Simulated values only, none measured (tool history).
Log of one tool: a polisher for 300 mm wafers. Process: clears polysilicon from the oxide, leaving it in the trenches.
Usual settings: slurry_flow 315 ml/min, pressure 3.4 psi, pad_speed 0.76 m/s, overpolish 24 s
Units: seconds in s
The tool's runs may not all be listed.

| run | hour | slurry_flow | pressure | pad_speed | overpolish | incoming thickness of the incoming film, nm | seconds |
|---|---|---|---|---|---|---|---|
| 1 | 0.0 | 315 | 3.4 | 0.76 | 24 | 378.6 | 26.8 |
| 2 | 27.5 | 315 | 3.4 | 0.76 | 24 | 378.8 | 26.8 |
| 3 | 89.8 | 280 | 3.4 | 0.76 | 24 | 387.5 | 28.3 |
| 4 | 145.6 | 280 | 3.4 | 0.76 | 24 | 378.3 | 29.1 |
| 5 | 204.9 | 280 | 3.4 | 0.76 | 24 | 383.3 | 25.2 |
| 6 | 240.3 | 380 | 3.4 | 0.76 | 24 | 380.5 | 25.1 |
| 7 | 273.8 | 380 | 3.4 | 0.76 | 24 | 380.8 | 25.6 |
| 8 | 320.2 | 315 | 3.4 | 0.76 | 24 | 380.4 | 26.0 |
| 9 | 360.8 | 315 | 3.4 | 0.76 | 24 | 379.8 | 26.2 |
| 10 | 394.9 | 315 | 2.7 | 0.76 | 34 | 379.9 | 33.5 |
| 11 | 478.2 | 315 | 3.4 | 0.76 | 24 | 379.9 | 24.4 |
| 12 | 513.6 | 315 | 3.4 | 0.76 | 24 | 381.5 | 24.8 |
| 13 | 567.5 | 315 | 3.4 | 0.76 | 24 | 380.1 | 25.3 |
| 14 | 601.6 | 315 | 3.4 | 0.76 | 24 | 385.0 | 26.2 |
| 15 | 627.8 | 315 | 3.4 | 0.76 | 24 | 378.6 | 26.4 |
| 16 | 657.8 | 315 | 3.4 | 0.76 | 24 | 379.6 | 26.0 |
| 17 | 859.1 | 315 | 3.4 | 0.76 | 24 | 379.6 | 25.0 |
| 18 | 903.0 | 395 | 3.4 | 0.96 | 35 | 384.2 | 20.9 |
| 19 | 967.1 | 220 | 3.4 | 0.66 | 24 | 375.5 | 29.4 |
| 20 | 1006.2 | 315 | 3.4 | 0.52 | 18 | 383.9 | 35.5 |
| 21 | 1077.2 | 395 | 3.4 | 0.62 | 20 | 383.2 | 31.6 |
| 22 | 1148.9 | 220 | 3.9 | 0.56 | 19 | 379.2 | 32.1 |
| 23 | 1220.0 | 315 | 3.4 | 0.76 | 24 | 375.4 | 24.7 |
| 24 | 1272.6 | 315 | 3.4 | 0.76 | 24 | 384.7 | 25.9 |
| 25 | 1307.6 | 380 | 3.8 | 0.64 | 31 | 382.6 | 26.7 |
| 26 | 1335.5 | 315 | 3.4 | 1.00 | 24 | 380.4 | 20.7 |
| 27 | 1372.6 | 315 | 3.4 | 0.76 | 24 | 374.2 | 26.1 |
| 28 | 1431.0 | 315 | 3.4 | 0.76 | 24 | 373.4 | 26.6 |
| 29 | 1480.0 | 315 | 3.9 | 0.76 | 24 | 380.8 | 24.3 |
| 30 | 1550.3 | 315 | 3.4 | 0.64 | 11 | 378.0 | 32.0 |
| 31 | 1592.8 | 400 | 2.7 | 0.92 | 28 | 375.7 | 27.0 |
| 32 | 1645.2 | 345 | 4.2 | 0.56 | 17 | 382.0 | 27.3 |
| 33 | 1697.9 | 220 | 2.5 | 0.98 | 15 | 381.8 | 29.3 |
| 34 | 1753.0 | 315 | 3.4 | 0.76 | 24 | 383.6 | 27.0 |

Taken out of this log: 12 entries between the listed runs. Where each belongs, and how the hidden state differs across it:
Between runs 3 and 4: slurry nozzle cleaned (hour 137.4)
  removal rate lost through wear of the pad, %: 11.9 -> 13.8
  measured less the result without the state, seconds: +3.4 -> +4.0 s
Between runs 4 and 5: worn pad replaced by a new one (hour 166.5); head pressure recalibrated (hour 183.2)
  removal rate lost through wear of the pad, %: 13.8 -> 1.43
  measured less the result without the state, seconds: +4.0 -> +0.3 s
Between runs 10 and 11: worn pad replaced by a new one (hour 475.7)
  removal rate lost through wear of the pad, %: 7.93 -> 0.704
  measured less the result without the state, seconds: +2.7 -> +0.2 s
Between runs 16 and 17: head pressure recalibrated (hour 674.6); slurry nozzle cleaned (hour 703.8); worn pad replaced by a new one (hour 850.9)
  removal rate lost through wear of the pad, %: 6.85 -> 1.04
  measured less the result without the state, seconds: +1.8 -> +0.3 s
Between runs 22 and 23: worn pad replaced by a new one (hour 1190.2)
  removal rate lost through wear of the pad, %: 11 -> 1.51
  measured less the result without the state, seconds: +3.5 -> +0.4 s
Between runs 23 and 24: head pressure recalibrated (hour 1244.1)
  removal rate lost through wear of the pad, %: 1.51 -> 3.31
  measured less the result without the state, seconds: +0.4 -> +0.8 s
Between runs 24 and 25: slurry nozzle cleaned (hour 1275.3)
  removal rate lost through wear of the pad, %: 3.31 -> 4.51
  measured less the result without the state, seconds: +0.8 -> +1.2 s
Between runs 30 and 31: worn pad replaced by a new one (hour 1560.9)
  removal rate lost through wear of the pad, %: 12.8 -> 3.91
  measured less the result without the state, seconds: +4.1 -> +1.0 s
Between runs 33 and 34: head pressure recalibrated (hour 1722.7)
  removal rate lost through wear of the pad, %: 7.51 -> 9.4
  measured less the result without the state, seconds: +2.2 -> +2.5 s
